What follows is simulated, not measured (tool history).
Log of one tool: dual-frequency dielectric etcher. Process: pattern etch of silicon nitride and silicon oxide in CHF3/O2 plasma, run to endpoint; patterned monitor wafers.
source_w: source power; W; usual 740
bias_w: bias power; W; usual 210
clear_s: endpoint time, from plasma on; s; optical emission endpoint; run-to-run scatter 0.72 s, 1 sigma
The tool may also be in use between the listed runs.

run,hour,source_w,bias_w,wafers since the last listed run,hours since the last wet clean,hours since the last source power generator calibration,hours since the last bias power generator calibration,hours since the last upper electrode change,"incoming incoming film thickness, nm",clear_s
1,0.0,740,210,0,263.7,1872.4,1087.4,1605.0,300.9,162.6
2,68.4,740,210,615,332.1,1940.8,1155.8,1673.4,304.3,164.8
3,154.3,740,210,773,418.0,2026.7,1241.7,1759.3,304.7,164.8
4,250.4,740,210,865,514.1,2122.8,1337.8,1855.4,301.7,164.8
# hour 328.3: source power generator calibrated
# hour 360.2: wet clean of the chamber
5,360.7,740,210,741,0.5,32.4,1448.1,1965.7,302.8,164.6
6,433.5,740,210,655,73.3,105.2,1520.9,2038.5,306.2,166.8
# hour 506.2: upper electrode replaced
7,532.6,740,210,676,172.4,204.3,1620.0,26.4,302.8,163.7
8,571.4,740,210,349,211.2,243.1,1658.8,65.2,306.1,166.4
# hour 687.3: bias power generator calibrated
9,874.3,740,210,2691,514.1,546.0,187.0,368.1,303.3,165.3
10,925.0,740,210,456,564.8,596.7,237.7,418.8,300.5,162.7
# hour 991.8: wet clean of the chamber
11,1028.0,740,210,711,36.2,699.7,340.7,521.8,303.4,163.8
12,1087.5,850,210,535,95.7,759.2,400.2,581.3,305.0,158.4
13,1171.3,630,210,754,179.5,843.0,484.0,665.1,305.7,176.1
14,1267.5,630,210,866,275.7,939.2,580.2,761.3,307.8,178.9
15,1304.5,740,210,333,312.7,976.2,617.2,798.3,302.9,163.6
16,1407.3,740,210,925,415.5,1079.0,720.0,901.1,305.5,166.1
17,1456.0,740,210,438,464.2,1127.7,768.7,949.8,305.5,165.6
18,1539.5,860,240,751,547.7,1211.2,852.2,1033.3,305.4,148.8
# hour 1633.1: wet clean of the chamber
19,1644.7,740,210,731,11.6,1316.4,957.4,1138.5,308.8,169.3
20,1716.7,740,210,648,83.6,1388.4,1029.4,1210.5,307.1,167.7
21,1785.7,890,169,621,152.6,1457.4,1098.4,1279.5,302.2,164.3
22,2002.4,880,169,1951,369.3,1674.1,1315.1,1496.2,303.9,164.9
23,2059.2,740,210,511,426.1,1730.9,1371.9,1553.0,303.7,165.1
24,2099.6,630,251,363,466.5,1771.3,1412.3,1593.4,308.7,168.8
25,2196.0,650,161,867,562.9,1867.7,1508.7,1689.8,304.0,187.9
26,2245.2,740,210,442,612.1,1916.9,1557.9,1739.0,305.7,165.5
# hour 2308.7: wet clean of the chamber
27,2328.2,920,186,531,19.5,1999.9,1640.9,1822.0,304.9,156.2
28,2406.9,690,259,708,98.2,2078.6,1719.6,1900.7,304.1,158.3
# hour 2489.0: bias power generator calibrated
29,2489.5,630,232,707,180.8,2161.2,0.5,1983.3,303.9,169.8
# hour 2523.3: upper electrode replaced
# hour 2527.2: source power generator calibrated
30,2769.3,650,253,2268,460.6,242.1,280.3,246.0,302.3,162.4
31,2872.4,900,246,928,563.7,345.2,383.4,349.1,300.6,143.8
# hour 2948.3: wet clean of the chamber
32,2979.6,600,245,749,31.3,452.4,490.6,456.3,307.8,173.1
33,3065.2,790,186,770,116.9,538.0,576.2,541.9,303.8,167.3
34,3124.8,680,194,536,176.5,597.6,635.8,601.5,302.5,174.2
35,3219.5,920,186,852,271.2,692.3,730.5,696.2,301.8,156.5

Entry by entry between the runs, the difference in hidden state between the last listed run before and the first listed run after:
Between runs 4 and 5: source power generator calibrated (hour 328.3); wet clean of the chamber (hour 360.2)
  both runs share identical hidden conditions
Between runs 6 and 7: upper electrode replaced (hour 506.2)
  both runs share identical hidden conditions
Between runs 8 and 9: bias power generator calibrated (hour 687.3)
  both runs share identical hidden conditions
Between runs 10 and 11: wet clean of the chamber (hour 991.8)
  both runs share identical hidden conditions
Between runs 18 and 19: wet clean of the chamber (hour 1633.1)
  both runs share identical hidden conditions
Between runs 26 and 27: wet clean of the chamber (hour 2308.7)
  both runs share identical hidden conditions
Between runs 28 and 29: bias power generator calibrated (hour 2489.0)
  both runs share identical hidden conditions
Between runs 29 and 30: upper electrode replaced (hour 2523.3); source power generator calibrated (hour 2527.2)
  both runs share identical hidden conditions
Between runs 31 and 32: wet clean of the chamber (hour 2948.3)
  both runs share identical hidden conditions
